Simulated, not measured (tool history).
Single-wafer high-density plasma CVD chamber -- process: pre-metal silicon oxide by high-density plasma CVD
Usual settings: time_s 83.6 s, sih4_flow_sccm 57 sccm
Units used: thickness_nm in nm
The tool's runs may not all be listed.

| run | day | time_s | sih4_flow_sccm | wafers since the last listed run | hours since the silane flow controller was replaced | hours since the gauge calibration | read-back reference wafer on the same gauge, thickness_nm | thickness_nm |
|---|---|---|---|---|---|---|---|---|
| 1 | 0.000 | 83.6 | 57 | 0 | 1726.8 | 17.5 | 525.087 | 441.894 |
| 2 | 0.492 | 83.6 | 57 | 189 | 1738.6 | 29.3 | 525.212 | 440.401 |
| 3 | 1.096 | 83.6 | 57 | 232 | 1753.1 | 43.8 | 524.887 | 441.429 |
| 4 | 1.767 | 83.6 | 61 | 258 | 1769.2 | 59.9 | 525.127 | 468.818 |
| 5 | 2.254 | 83.6 | 61 | 187 | 1780.9 | 71.6 | 524.774 | 468.635 |
| 6 | 2.758 | 83.6 | 61 | 194 | 1793.0 | 83.7 | 524.900 | 465.677 |
| 7 | 3.404 | 96.3 | 57 | 248 | 1808.5 | 99.2 | 524.823 | 508.828 |
| 8 | 3.946 | 96.3 | 57 | 208 | 1821.5 | 112.2 | 524.702 | 507.158 |
| 9 | 4.258 | 96.3 | 57 | 120 | 1829.0 | 119.7 | 524.999 | 509.594 |
| 10 | 4.850 | 83.6 | 54 | 227 | 1843.2 | 133.9 | 525.038 | 423.048 |
| 11 | 5.242 | 83.6 | 57 | 150 | 1852.6 | 143.3 | 525.189 | 440.245 |
| 12 | 5.496 | 83.6 | 57 | 97 | 1858.7 | 149.4 | 524.998 | 441.291 |
| 13 | 6.042 | 83.6 | 57 | 210 | 1871.8 | 162.5 | 525.094 | 441.645 |
| 14 | 6.321 | 83.6 | 57 | 107 | 1878.5 | 169.2 | 525.030 | 441.830 |
| 15 | 6.596 | 83.6 | 48 | 105 | 1885.1 | 175.8 | 525.065 | 381.306 |
| 16 | 7.129 | 83.6 | 48 | 205 | 1897.9 | 188.6 | 524.887 | 382.300 |
| 17 | 7.842 | 83.6 | 48 | 274 | 1915.0 | 205.7 | 524.870 | 383.920 |
| 18 | 8.467 | 83.6 | 57 | 240 | 1930.0 | 220.7 | 524.793 | 440.693 |
| 19 | 9.212 | 83.6 | 57 | 287 | 1947.9 | 238.6 | 525.012 | 440.844 |
| 20 | 9.579 | 89.6 | 47 | 141 | 1956.7 | 247.4 | 525.026 | 404.311 |
| 21 | 10.267 | 83.6 | 57 | 264 | 1973.2 | 263.9 | 524.956 | 439.902 |
| 22 | 10.600 | 92.3 | 68 | 128 | 1981.2 | 271.9 | 525.059 | 566.348 |
| 23 | 10.921 | 83.6 | 53 | 123 | 1988.9 | 279.6 | 525.230 | 416.232 |
| 24 | 11.550 | 83.6 | 57 | 242 | 2004.0 | 294.7 | 524.997 | 441.844 |
| 25 | 11.867 | 83.6 | 57 | 122 | 2011.6 | 302.3 | 525.429 | 441.386 |
|  | 13.771 | gauge calibrated |
|  | 13.867 | silane flow controller replaced |
| 26 | 13.888 | 83.6 | 57 | 650 | 0.5 | 2.8 | 525.059 | 460.665 |
| 27 | 14.338 | 75.4 | 47 | 173 | 11.3 | 13.6 | 524.984 | 355.597 |
| 28 | 14.721 | 83.6 | 64 | 147 | 20.5 | 22.8 | 525.158 | 509.309 |
| 29 | 15.317 | 83.6 | 68 | 229 | 34.8 | 37.1 | 524.826 | 532.763 |
| 30 | 15.875 | 83.6 | 57 | 215 | 48.2 | 50.5 | 525.077 | 457.025 |
| 31 | 16.467 | 83.6 | 63 | 227 | 62.4 | 64.7 | 524.904 | 498.520 |
| 32 | 17.008 | 88.7 | 54 | 208 | 75.4 | 77.7 | 524.904 | 466.665 |
| 33 | 17.738 | 90.4 | 65 | 280 | 92.9 | 95.2 | 524.849 | 553.572 |
| 34 | 18.212 | 83.6 | 57 | 183 | 104.3 | 106.6 | 524.998 | 458.093 |
| 35 | 18.858 | 83.6 | 57 | 248 | 119.8 | 122.1 | 524.693 | 456.196 |
| 36 | 19.383 | 83.6 | 57 | 202 | 132.4 | 134.7 | 525.102 | 456.679 |
| 37 | 20.012 | 83.6 | 51 | 242 | 147.5 | 149.8 | 524.916 | 416.044 |
| 38 | 20.412 | 95.1 | 54 | 154 | 157.1 | 159.4 | 524.936 | 493.328 |
| 39 | 21.083 | 70.5 | 48 | 258 | 173.2 | 175.5 | 524.822 | 332.421 |

Results per run with the tool's hidden condition removed, run-to-run variation unchanged:
Unlogged tool condition in this case: delivered silane flow above the setpoint (%); gauge reads high (%).
| run | thickness_nm |
|---|---|
| 1 | 466.958 |
| 2 | 465.421 |
| 3 | 466.557 |
| 4 | 495.560 |
| 5 | 495.407 |
| 6 | 492.321 |
| 7 | 537.997 |
| 8 | 536.276 |
| 9 | 538.878 |
| 10 | 447.399 |
| 11 | 465.614 |
| 12 | 466.738 |
| 13 | 467.150 |
| 14 | 467.365 |
| 15 | 403.359 |
| 16 | 404.441 |
| 17 | 406.195 |
| 18 | 466.302 |
| 19 | 466.508 |
| 20 | 427.869 |
| 21 | 465.575 |
| 22 | 599.426 |
| 23 | 440.560 |
| 24 | 467.705 |
| 25 | 467.238 |
| 26 | 467.732 |
| 27 | 361.329 |
| 28 | 517.855 |
| 29 | 542.239 |
| 30 | 465.578 |
| 31 | 508.331 |
| 32 | 476.256 |
| 33 | 565.586 |
| 34 | 468.373 |
| 35 | 466.883 |
| 36 | 467.737 |
| 37 | 426.505 |
| 38 | 506.018 |
| 39 | 341.292 |

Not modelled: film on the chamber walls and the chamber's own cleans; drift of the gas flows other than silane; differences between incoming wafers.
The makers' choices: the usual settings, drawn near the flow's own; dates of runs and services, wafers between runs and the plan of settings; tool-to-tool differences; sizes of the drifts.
